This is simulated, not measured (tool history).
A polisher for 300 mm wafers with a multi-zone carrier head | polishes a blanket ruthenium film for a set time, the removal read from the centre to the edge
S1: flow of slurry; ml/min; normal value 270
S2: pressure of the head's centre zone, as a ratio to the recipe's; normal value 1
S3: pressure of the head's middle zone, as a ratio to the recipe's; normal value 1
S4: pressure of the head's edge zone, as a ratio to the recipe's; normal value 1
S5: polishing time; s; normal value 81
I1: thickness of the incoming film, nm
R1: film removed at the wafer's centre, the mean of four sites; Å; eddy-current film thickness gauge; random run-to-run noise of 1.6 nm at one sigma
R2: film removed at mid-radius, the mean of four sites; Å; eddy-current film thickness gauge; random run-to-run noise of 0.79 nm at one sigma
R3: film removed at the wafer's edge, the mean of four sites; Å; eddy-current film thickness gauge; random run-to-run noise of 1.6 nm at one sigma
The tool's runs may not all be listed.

run	hour	S1	S2	S3	S4	S5	I1	R1	R2	R3
1	0	270	1	1	1	81	435.2	1161	1167	1157
# hour 4.1: worn pad replaced by a new one
2	28.5	270	1	1	1	81	435.5	1202	1164	1186
# hour 63.4: slurry nozzle cleaned
3	204.5	270	1	1	1	81	427.4	1182	1163	1208
4	275.3	270	1	1	1	81	430.6	1194	1170	1189
# hour 295.4: worn pad replaced by a new one
5	325.6	245	0.92	1	1	81	429.4	1081	1133	1210
# hour 333.8: centre zone pressure recalibrated
# hour 334.4: edge zone pressure recalibrated
# hour 342.5: carrier head's membrane replaced by a new one
6	363.9	270	1	1	0.93	81	423.5	1194	1160	1155
7	426.5	270	1	1	0.91	81	424.5	1191	1151	1143
8	487.6	270	1	1	0.91	81	434	1177	1161	1154
9	511.9	270	1	1	0.91	81	428.8	1151	1163	1137
10	547.1	330	0.89	0.92	1	81	425.1	1085	1109	1195
# hour 608.7: worn pad replaced by a new one
11	611.7	270	1	0.91	1	100	433	1445	1322	1499
12	653.8	330	1	1	1	81	427.1	1226	1196	1206
# hour 668.1: slurry nozzle cleaned
13	699.5	270	1	1	1	81	428	1180	1171	1196
14	734.7	270	0.95	1	1	74	439.3	1028	1052	1119
15	776.2	270	0.9	1.05	1	81	426.2	1048	1219	1205
16	842.8	270	1	0.9	0.94	81	435.4	1202	1065	1162
# hour 891.1: worn pad replaced by a new one
17	903.5	270	1	1	1	89	435.5	1310	1281	1287
# hour 909.1: edge zone pressure recalibrated
# hour 940.7: centre zone pressure recalibrated
18	974.7	270	1	1	1	81	426.9	1185	1171	1192
19	1024.4	270	1	0.93	1.12	81	436.3	1159	1107	1262
20	1080	270	1	1	1	81	428.2	1166	1165	1197
21	1128.5	270	1	0.92	1	91	434.9	1346	1228	1352
22	1155.8	270	1.05	1	1	81	429.5	1237	1166	1190
# hour 1162.4: worn pad replaced by a new one
23	1196.7	270	0.94	1.11	1	81	428.6	1111	1256	1194

Predict each of these 3 candidate next runs independently; none follows another, all start after run 23:
A	1197.1	270	1	1	1	81	433.7	?	?	?
B	1197.1	270	1	0.92	1	81	433.7	?	?	?
C	1197.1	270	0.94	1.1	1	81	433.7	?	?	?

run	R1	R2	R3
A	1191	1166	1194
B	1190	1087	1195
C	1120	1264	1192
What these runs would have given with no unlogged condition in the tool:
run	R1	R2	R3
A	1191	1166	1194
B	1190	1087	1195
C	1120	1264	1192
